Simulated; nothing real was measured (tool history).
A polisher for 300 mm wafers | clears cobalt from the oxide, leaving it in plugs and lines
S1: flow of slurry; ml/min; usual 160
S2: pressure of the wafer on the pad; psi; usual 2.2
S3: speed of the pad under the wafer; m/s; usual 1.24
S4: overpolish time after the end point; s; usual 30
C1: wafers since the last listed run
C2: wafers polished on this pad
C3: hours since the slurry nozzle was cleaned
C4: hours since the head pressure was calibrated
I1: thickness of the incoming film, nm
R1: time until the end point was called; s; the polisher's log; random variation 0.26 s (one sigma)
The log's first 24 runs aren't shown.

run    hour   S1   S2    S3  S4    C1    C2     C3     C4     I1    R1
 25  1790.2  160  2.2  1.24  35   533  4426   88.3  297.4  169.8  32.2
 26    1887  160  2.2  0.92  30  1243  5669  185.1  394.2  173.7  45.4
 27  1992.9  210  1.6  1.56  30  1360  7029    291  500.1    170  29.4
 28    2096  195  2.2  1.24  30  1324  8354  394.1  603.2  168.5    31
 29  2161.2  110  1.5  1.54  16   837  9191  459.3  668.4  168.7  34.3
 30  2210.6  160  2.2  0.96  45   634  9826  508.7  717.8  168.8    42
     2247.3  -- worn pad replaced by a new one
 31  2274.6  160  2.2  1.24  30   770   350  572.7  781.8    167    30
 32  2372.7  125  1.7  1.38  40  1260  1610  670.8  879.9  170.4  33.7
     2382.8  -- head pressure recalibrated
 33  2462.5  160  2.8  1.24  30  1127  2738  760.6   79.7  167.3  27.5

5 ways to go on from here, each from the tool as it stands after run 33. What would each give?
  A  2462.9  160  2.2  1.24  30   5  2743  761  80.1  169.7   ?
  B  2462.9  160  2.2  1.36  20   5  2743  761  80.1  169.7   ?
  C  2462.9  160    3  1.24  38   5  2743  761  80.1  169.7   ?
  D  2462.9  200  2.2  1.24  23   5  2743  761  80.1  169.7   ?
  E  2462.9  160  2.5  1.04  48   5  2743  761  80.1  169.7   ?

run    R1
  A  31.5
  B  28.7
  C  25.9
  D  30.6
  E  34.8
Without the tool's hidden state the same runs would have given:
run    R1
  A  29.7
  B  27.1
  C  24.4
  D  28.9
  E  32.7

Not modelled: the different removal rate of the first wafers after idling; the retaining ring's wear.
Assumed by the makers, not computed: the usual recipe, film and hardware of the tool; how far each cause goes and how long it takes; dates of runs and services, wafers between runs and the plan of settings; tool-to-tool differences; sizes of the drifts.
